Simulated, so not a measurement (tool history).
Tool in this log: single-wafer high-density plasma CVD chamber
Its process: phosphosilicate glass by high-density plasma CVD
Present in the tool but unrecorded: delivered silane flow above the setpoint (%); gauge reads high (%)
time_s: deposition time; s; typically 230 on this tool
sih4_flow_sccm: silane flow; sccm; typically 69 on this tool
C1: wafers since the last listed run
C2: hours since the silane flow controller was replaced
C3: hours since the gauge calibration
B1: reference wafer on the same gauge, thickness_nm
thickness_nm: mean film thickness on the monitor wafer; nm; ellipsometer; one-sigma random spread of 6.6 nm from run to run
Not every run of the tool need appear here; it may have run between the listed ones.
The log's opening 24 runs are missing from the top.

{"run": 25, "day": 24.279, "time_s": 217, "sih4_flow_sccm": 73, "C1": 305, "C2": 2030.9, "C3": 198.6, "B1": 1400.64, "thickness_nm": 1504.335}
{"run": 26, "day": 24.938, "time_s": 206, "sih4_flow_sccm": 58, "C1": 159, "C2": 2046.7, "C3": 214.4, "B1": 1400.336, "thickness_nm": 1137.414}
{"run": 27, "day": 26.258, "time_s": 230, "sih4_flow_sccm": 69, "C1": 319, "C2": 2078.4, "C3": 246.1, "B1": 1400.372, "thickness_nm": 1521.627}
{"run": 28, "day": 26.933, "time_s": 208, "sih4_flow_sccm": 69, "C1": 163, "C2": 2094.6, "C3": 262.3, "B1": 1400.27, "thickness_nm": 1369.043}
{"day": 27.4, "done": "silane flow controller replaced"}
{"run": 29, "day": 28.367, "time_s": 257, "sih4_flow_sccm": 56, "C1": 266, "C2": 23.2, "C3": 296.7, "B1": 1399.582, "thickness_nm": 1298.511}
{"run": 30, "day": 29.683, "time_s": 275, "sih4_flow_sccm": 74, "C1": 318, "C2": 54.8, "C3": 328.3, "B1": 1399.217, "thickness_nm": 1837.906}
{"run": 31, "day": 30.754, "time_s": 273, "sih4_flow_sccm": 79, "C1": 259, "C2": 80.5, "C3": 354, "B1": 1400.301, "thickness_nm": 1943.345}
{"run": 32, "day": 31.704, "time_s": 263, "sih4_flow_sccm": 57, "C1": 230, "C2": 103.3, "C3": 376.8, "B1": 1399.377, "thickness_nm": 1349.026}
{"run": 33, "day": 32.612, "time_s": 264, "sih4_flow_sccm": 69, "C1": 220, "C2": 125.1, "C3": 398.6, "B1": 1400.147, "thickness_nm": 1637.539}
{"run": 34, "day": 33.138, "time_s": 211, "sih4_flow_sccm": 65, "C1": 127, "C2": 137.7, "C3": 411.2, "B1": 1398.099, "thickness_nm": 1239.133}
{"run": 35, "day": 33.838, "time_s": 230, "sih4_flow_sccm": 69, "C1": 169, "C2": 154.5, "C3": 428, "B1": 1401.114, "thickness_nm": 1419.134}
{"run": 36, "day": 38.012, "time_s": 191, "sih4_flow_sccm": 69, "C1": 1011, "C2": 254.7, "C3": 528.2, "B1": 1400.536, "thickness_nm": 1188.588}

What if the next run were any one of these 5? Each begins from the tool's condition after run 36:
{"run": "A", "day": 38.033, "time_s": 230, "sih4_flow_sccm": 69, "C1": 5, "C2": 255.2, "C3": 528.7, "B1": "?", "thickness_nm": "?"}
{"run": "B", "day": 38.033, "time_s": 269, "sih4_flow_sccm": 69, "C1": 5, "C2": 255.2, "C3": 528.7, "B1": "?", "thickness_nm": "?"}
{"run": "C", "day": 38.033, "time_s": 184, "sih4_flow_sccm": 80, "C1": 5, "C2": 255.2, "C3": 528.7, "B1": "?", "thickness_nm": "?"}
{"run": "D", "day": 38.033, "time_s": 208, "sih4_flow_sccm": 74, "C1": 5, "C2": 255.2, "C3": 528.7, "B1": "?", "thickness_nm": "?"}
{"run": "E", "day": 38.033, "time_s": 209, "sih4_flow_sccm": 62, "C1": 5, "C2": 255.2, "C3": 528.7, "B1": "?", "thickness_nm": "?"}

run=A B1=1401.58 thickness_nm=1428.072
run=B B1=1401.58 thickness_nm=1670.224
run=C B1=1401.58 thickness_nm=1324.589
run=D B1=1401.58 thickness_nm=1385.059
run=E B1=1401.58 thickness_nm=1166.034
With no hidden state in the tool, these same runs would have given:
run=A thickness_nm=1438.236
run=B thickness_nm=1682.111
run=C thickness_nm=1334.016
run=D thickness_nm=1394.917
run=E thickness_nm=1174.333
